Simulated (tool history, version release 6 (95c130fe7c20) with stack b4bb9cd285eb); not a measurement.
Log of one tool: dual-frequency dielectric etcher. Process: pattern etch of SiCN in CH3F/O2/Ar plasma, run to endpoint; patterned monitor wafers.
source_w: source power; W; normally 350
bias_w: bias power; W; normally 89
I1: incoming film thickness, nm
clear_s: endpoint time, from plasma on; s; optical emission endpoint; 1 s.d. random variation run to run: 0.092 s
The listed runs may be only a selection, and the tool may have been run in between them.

Run 1, hour 0: usual settings but bias_w 106 W; I1 6.47. Result: clear_s 14.1 s.
Run 2, hour 12.6: usual settings but bias_w 105 W; I1 6.51. Result: clear_s 14.2 s.
Run 3, hour 20.6: usual settings but bias_w 105 W; I1 6.51. Result: clear_s 14.1 s.
Run 4, hour 26.7: usual settings; I1 6.47. Result: clear_s 15.1 s.
Run 5, hour 38.6: usual settings; I1 6.48. Result: clear_s 15 s.
Run 6, hour 49.3: usual settings but source_w 300 W, bias_w 73 W; I1 6.51. Result: clear_s 17.7 s.
Run 7, hour 87.3: usual settings; I1 6.43. Result: clear_s 14.8 s.
Run 8, hour 95.1: usual settings; I1 6.52. Result: clear_s 15.2 s.
At hour 134.9: source power generator calibrated.
Run 9, hour 135.4: usual settings; I1 6.49. Result: clear_s 15 s.
At hour 157.2: bias power generator calibrated.
Run 10, hour 164.9: usual settings; I1 6.5. Result: clear_s 15.1 s.
Run 11, hour 178.3: usual settings; I1 6.47. Result: clear_s 14.8 s.
Run 12, hour 192.8: usual settings; I1 6.5. Result: clear_s 15 s.
Run 13, hour 203.7: usual settings; I1 6.49. Result: clear_s 14.8 s.
Run 14, hour 214.6: usual settings but source_w 410 W, bias_w 105 W; I1 6.55. Result: clear_s 13.2 s.
Run 15, hour 221.6: usual settings; I1 6.47. Result: clear_s 14.8 s.
At hour 248.1: upper electrode replaced.
Run 16, hour 248.6: usual settings but source_w 300 W, bias_w 106 W; I1 6.51. Result: clear_s 15.1 s.
Run 17, hour 254: usual settings but source_w 400 W, bias_w 69 W; I1 6.52. Result: clear_s 15.6 s.
At hour 280.7: wet clean of the chamber.
Run 18, hour 281.2: usual settings but source_w 320 W, bias_w 104 W; I1 6.51. Result: clear_s 14.2 s.
Run 19, hour 281.6: usual settings but source_w 430 W, bias_w 99 W; I1 6.49. Result: clear_s 12.7 s.
Run 20, hour 324.4: usual settings but source_w 290 W, bias_w 106 W; I1 6.53. Result: clear_s 14.9 s.
Run 21, hour 332.9: usual settings but source_w 380 W, bias_w 102 W; I1 6.54. Result: clear_s 13.3 s.
Run 22, hour 346: usual settings; I1 6.5. Result: clear_s 14.5 s.
At hour 372.7: wet clean of the chamber, repeated, since the last time left the tool worse.
Run 23, hour 373.2: usual settings but source_w 430 W, bias_w 95 W; I1 6.53. Result: clear_s 13.7 s.
Run 24, hour 373.6: usual settings but source_w 420 W, bias_w 104 W; I1 6.56. Result: clear_s 13.3 s.
Run 25, hour 383.2: usual settings but source_w 400 W; I1 6.59. Result: clear_s 14.7 s.
Run 26, hour 390.7: usual settings; I1 6.5. Result: clear_s 15.4 s.
Run 27, hour 405.3: usual settings but source_w 430 W, bias_w 103 W; I1 6.5. Result: clear_s 13.2 s.

Branching from run 27: 5 alternative next runs. What would each branch give?
Run A, hour 405.7: usual settings; I1 6.56. Result: clear_s ?.
Run B, hour 405.7: usual settings but source_w 420 W, bias_w 79 W; I1 6.56. Result: clear_s ?.
Run C, hour 405.7: usual settings but bias_w 69 W; I1 6.56. Result: clear_s ?.
Run D, hour 405.7: usual settings but source_w 270 W; I1 6.56. Result: clear_s ?.
Run E, hour 405.7: usual settings but source_w 390 W, bias_w 67 W; I1 6.56. Result: clear_s ?.

run  clear_s
  A     15.5
  B     14.9
  C       17
  D     17.6
  E     16.3
The same runs, with their run-to-run variation unchanged, on a tool lacking any hidden condition would have given:
run  clear_s
  A     15.6
  B       15
  C     17.2
  D     17.8
  E     16.5

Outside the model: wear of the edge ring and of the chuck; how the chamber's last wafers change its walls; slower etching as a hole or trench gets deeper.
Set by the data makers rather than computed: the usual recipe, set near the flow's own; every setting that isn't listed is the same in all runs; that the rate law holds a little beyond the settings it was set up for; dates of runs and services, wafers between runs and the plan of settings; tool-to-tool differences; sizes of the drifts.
